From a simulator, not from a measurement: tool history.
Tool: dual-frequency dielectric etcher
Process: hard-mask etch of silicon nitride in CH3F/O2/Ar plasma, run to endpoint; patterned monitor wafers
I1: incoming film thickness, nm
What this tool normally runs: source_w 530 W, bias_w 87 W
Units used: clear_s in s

run 1 hour=0 | source_w=530 bias_w=87 | I1=38.74 | clear_s=52.1
run 2 hour=69.5 | source_w=530 bias_w=71 | I1=38.88 | clear_s=56.9
-- hour=96 wet clean of the chamber
run 3 hour=121.9 | source_w=530 bias_w=71 | I1=38.73 | clear_s=53.7
run 4 hour=172.6 | source_w=530 bias_w=87 | I1=38.45 | clear_s=50.9
run 5 hour=216 | source_w=530 bias_w=87 | I1=39.01 | clear_s=50.9
run 6 hour=241.5 | source_w=530 bias_w=102 | I1=38.64 | clear_s=47.9
run 7 hour=273.3 | source_w=530 bias_w=102 | I1=39.03 | clear_s=49.1
run 8 hour=343.3 | source_w=530 bias_w=102 | I1=38.55 | clear_s=49
run 9 hour=383.1 | source_w=590 bias_w=87 | I1=38.7 | clear_s=50.1
run 10 hour=432.8 | source_w=530 bias_w=87 | I1=38.85 | clear_s=52.1
-- hour=481.2 bias power generator calibrated
run 11 hour=502.8 | source_w=530 bias_w=87 | I1=38.96 | clear_s=52.3
run 12 hour=527.4 | source_w=530 bias_w=87 | I1=38.94 | clear_s=52.7
run 13 hour=579.2 | source_w=410 bias_w=87 | I1=39.16 | clear_s=59.3
-- hour=611.7 upper electrode replaced
run 14 hour=625.5 | source_w=570 bias_w=87 | I1=38.94 | clear_s=51.9
run 15 hour=683.2 | source_w=590 bias_w=70 | I1=38.88 | clear_s=54.7
-- hour=728.2 wet clean of the chamber
run 16 hour=731.5 | source_w=500 bias_w=74 | I1=38.87 | clear_s=54.3
run 17 hour=784.8 | source_w=530 bias_w=87 | I1=38.48 | clear_s=49.5
run 18 hour=832.6 | source_w=620 bias_w=77 | I1=39.13 | clear_s=50.1
-- hour=880.8 source power generator calibrated
run 19 hour=884.1 | source_w=490 bias_w=100 | I1=39.19 | clear_s=50.8
run 20 hour=1058.2 | source_w=480 bias_w=79 | I1=38.71 | clear_s=55
run 21 hour=1093.7 | source_w=530 bias_w=97 | I1=38.99 | clear_s=50.7
run 22 hour=1152.8 | source_w=650 bias_w=97 | I1=39.01 | clear_s=47.4
run 23 hour=1197.2 | source_w=530 bias_w=87 | I1=38.74 | clear_s=51.9
-- hour=1248 wet clean of the chamber
run 24 hour=1248.5 | source_w=430 bias_w=96 | I1=39.12 | clear_s=53.3
run 25 hour=1260.5 | source_w=530 bias_w=87 | I1=38.83 | clear_s=50.8
run 26 hour=1327.1 | source_w=530 bias_w=87 | I1=38.79 | clear_s=50.7
run 27 hour=1398.5 | source_w=590 bias_w=101 | I1=38.88 | clear_s=47.4
run 28 hour=1453.8 | source_w=530 bias_w=94 | I1=38.56 | clear_s=49.5
run 29 hour=1662.7 | source_w=530 bias_w=69 | I1=38.69 | clear_s=56.8
run 30 hour=1721.4 | source_w=430 bias_w=77 | I1=38.8 | clear_s=59.3
run 31 hour=1772.7 | source_w=530 bias_w=87 | I1=39.06 | clear_s=53.8
run 32 hour=1828.2 | source_w=400 bias_w=74 | I1=38.6 | clear_s=62.1
-- hour=1879 wet clean of the chamber
run 33 hour=1898.7 | source_w=530 bias_w=87 | I1=39.05 | clear_s=51.4
run 34 hour=2032.9 | source_w=600 bias_w=104 | I1=38.79 | clear_s=47.1
run 35 hour=2078.5 | source_w=620 bias_w=77 | I1=38.88 | clear_s=50.3

The tool's hidden state at each run:
source power that arrives over what is set, %: 0 in every run
bias power that arrives over what is set, %: 0 in every run
H1: etch rate over this chamber's usual, %
run=1 H1=-3.75
run=2 H1=-4.39
run=3 H1=0.102
run=4 H1=-0.362
run=5 H1=-0.759
run=6 H1=-0.992
run=7 H1=-1.28
run=8 H1=-1.92
run=9 H1=-2.29
run=10 H1=-2.74
run=11 H1=-3.38
run=12 H1=-3.61
run=13 H1=-4.08
run=14 H1=-4.5
run=15 H1=-5.03
run=16 H1=0.495
run=17 H1=0.00737
run=18 H1=-0.43
run=19 H1=-0.901
run=20 H1=-2.49
run=21 H1=-2.82
run=22 H1=-3.36
run=23 H1=-3.77
run=24 H1=0.19
run=25 H1=0.0798
run=26 H1=-0.529
run=27 H1=-1.18
run=28 H1=-1.69
run=29 H1=-3.6
run=30 H1=-4.14
run=31 H1=-4.61
run=32 H1=-5.11
run=33 H1=-0.684
run=34 H1=-1.91
run=35 H1=-2.33

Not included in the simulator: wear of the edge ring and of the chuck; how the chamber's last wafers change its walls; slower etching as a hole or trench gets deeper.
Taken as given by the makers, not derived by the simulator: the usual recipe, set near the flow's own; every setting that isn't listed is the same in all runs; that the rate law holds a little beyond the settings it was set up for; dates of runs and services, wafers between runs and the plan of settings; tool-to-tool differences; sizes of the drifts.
